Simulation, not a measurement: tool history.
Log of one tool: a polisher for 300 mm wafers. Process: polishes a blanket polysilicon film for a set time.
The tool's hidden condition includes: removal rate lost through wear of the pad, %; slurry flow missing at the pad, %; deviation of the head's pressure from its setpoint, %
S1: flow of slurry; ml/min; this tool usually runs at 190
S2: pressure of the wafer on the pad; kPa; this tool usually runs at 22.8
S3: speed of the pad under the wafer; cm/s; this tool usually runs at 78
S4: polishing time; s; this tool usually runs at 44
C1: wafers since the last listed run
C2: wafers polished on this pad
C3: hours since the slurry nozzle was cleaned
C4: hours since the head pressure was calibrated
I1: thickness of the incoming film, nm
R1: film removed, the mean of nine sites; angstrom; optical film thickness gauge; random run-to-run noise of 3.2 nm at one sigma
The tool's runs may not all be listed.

run 1 hour=0 | S1=190 S2=22.8 S3=78 S4=51 | C1=0 C2=1537 C3=453.5 C4=198.7 | I1=1331.5 | R1=3544
-- hour=29.8 slurry nozzle cleaned
run 2 hour=38.6 | S1=190 S2=22.8 S3=78 S4=44 | C1=448 C2=1985 C3=8.8 C4=237.3 | I1=1323.7 | R1=2944
-- hour=51.5 worn pad replaced by a new one
run 3 hour=74.5 | S1=190 S2=22.8 S3=78 S4=44 | C1=380 C2=274 C3=44.7 C4=273.2 | I1=1333.5 | R1=3138
run 4 hour=100.5 | S1=190 S2=22.8 S3=78 S4=44 | C1=310 C2=584 C3=70.7 C4=299.2 | I1=1316.9 | R1=3145
run 5 hour=147.1 | S1=190 S2=22.8 S3=78 S4=44 | C1=555 C2=1140 C3=117.3 C4=345.8 | I1=1307.6 | R1=3095
-- hour=217.4 worn pad replaced by a new one
run 6 hour=217.9 | S1=190 S2=22.8 S3=58 S4=37 | C1=796 C2=5 C3=188.1 C4=416.6 | I1=1310.2 | R1=2056
run 7 hour=275.7 | S1=190 S2=22.8 S3=58 S4=37 | C1=689 C2=694 C3=245.9 C4=474.4 | I1=1334.5 | R1=2055
run 8 hour=345.8 | S1=190 S2=22.8 S3=58 S4=37 | C1=836 C2=1531 C3=316 C4=544.5 | I1=1326.6 | R1=1985
-- hour=384.6 worn pad replaced by a new one
-- hour=395.8 head pressure recalibrated
run 9 hour=413.9 | S1=170 S2=26.9 S3=94 S4=38 | C1=740 C2=325 C3=384.1 C4=18.1 | I1=1320.3 | R1=3671
run 10 hour=444.9 | S1=190 S2=22.8 S3=78 S4=44 | C1=369 C2=695 C3=415.1 C4=49.1 | I1=1300 | R1=3182
run 11 hour=507.6 | S1=215 S2=22.8 S3=96 S4=44 | C1=747 C2=1443 C3=477.8 C4=111.8 | I1=1319.5 | R1=3714
run 12 hour=540.4 | S1=190 S2=22.8 S3=58 S4=31 | C1=391 C2=1834 C3=510.6 C4=144.6 | I1=1340.6 | R1=1606
-- hour=548.2 slurry nozzle cleaned
-- hour=569.9 worn pad replaced by a new one
run 13 hour=585.8 | S1=215 S2=22.8 S3=96 S4=44 | C1=481 C2=189 C3=37.6 C4=190 | I1=1333.5 | R1=3782
run 14 hour=648.5 | S1=190 S2=17.2 S3=78 S4=44 | C1=747 C2=937 C3=100.3 C4=252.7 | I1=1324 | R1=2455
run 15 hour=698.2 | S1=140 S2=22.8 S3=94 S4=57 | C1=592 C2=1530 C3=150 C4=302.4 | I1=1332.4 | R1=4435
-- hour=720.8 worn pad replaced by a new one
run 16 hour=746.6 | S1=140 S2=26.2 S3=60 S4=31 | C1=529 C2=307 C3=198.4 C4=350.8 | I1=1325.1 | R1=1983
run 17 hour=818 | S1=190 S2=22.8 S3=78 S4=44 | C1=851 C2=1159 C3=269.8 C4=422.2 | I1=1332.7 | R1=3058

The tool's hidden state at each run:
slurry flow missing at the pad, %: 0, the same for each run
deviation of the head's pressure from its setpoint, %: 0, the same for each run
H1: removal rate lost through wear of the pad, %
run=1 H1=4.63
run=2 H1=7.47
run=3 H1=1.18
run=4 H1=1.64
run=5 H1=3.32
run=6 H1=0.677
run=7 H1=1.52
run=8 H1=4.77
run=9 H1=0.55
run=10 H1=1.24
run=11 H1=4.1
run=12 H1=6.37
run=13 H1=1.16
run=14 H1=2.63
run=15 H1=5.19
run=16 H1=0.534
run=17 H1=2.72

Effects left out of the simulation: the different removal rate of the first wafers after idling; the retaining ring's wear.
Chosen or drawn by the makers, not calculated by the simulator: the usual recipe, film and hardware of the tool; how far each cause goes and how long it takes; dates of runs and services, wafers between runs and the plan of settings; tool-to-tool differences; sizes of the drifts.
